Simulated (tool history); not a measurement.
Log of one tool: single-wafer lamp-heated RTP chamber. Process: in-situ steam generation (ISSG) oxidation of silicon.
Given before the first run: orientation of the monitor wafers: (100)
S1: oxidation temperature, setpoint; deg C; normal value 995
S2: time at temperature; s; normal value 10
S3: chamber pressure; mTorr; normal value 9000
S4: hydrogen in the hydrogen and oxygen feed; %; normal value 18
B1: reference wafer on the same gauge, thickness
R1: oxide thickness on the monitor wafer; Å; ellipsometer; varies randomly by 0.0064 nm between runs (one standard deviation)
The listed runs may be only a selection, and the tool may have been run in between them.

run	hour	S1	S2	S3	S4	B1	R1
1	0.0	995	10	8300	18	3.661	43.72
2	35.8	995	10	8300	18	3.660	43.67
3	69.4	995	10	8300	18	3.661	43.66
4	105.3	1001	10	9000	18	3.659	44.21
5	119.7	995	10	8000	18	3.659	43.73
6	133.6	995	10	8000	18	3.658	43.74
7	156.6	995	10	8500	18	3.659	43.55
8	172.5	995	10	8500	18	3.660	43.61
9	196.4	995	10	8500	18	3.661	43.71
# hour 206.3: hydrogen flow controller replaced
10	220.6	995	10	9000	18	3.659	43.39
# hour 271.9: pyrometer window cleaned and pyrometer calibrated
11	299.3	995	10	9000	18	3.658	42.75
12	333.5	995	10	9000	18	3.659	42.77
13	357.1	995	12	9000	27	3.661	51.07
14	393.1	978	9	8300	25	3.662	42.91
15	406.1	995	10	9000	18	3.660	43.04
16	435.3	995	10	9000	18	3.661	43.18
17	450.1	995	10	9000	18	3.660	42.94
18	471.8	978	11	7900	14	3.659	40.32
# hour 496.0: pressure gauge zeroed
19	503.1	995	10	9000	18	3.659	43.01

For run 20, what comes out?
# hour 527.2: gauge calibrated
20	536.6	995	13	9000	18	?	?

Run 20 produced B1 3.659, R1 48.31 Å.
On a tool with no hidden condition, and with the same random variation, this run would have come out at R1 47.56 Å.
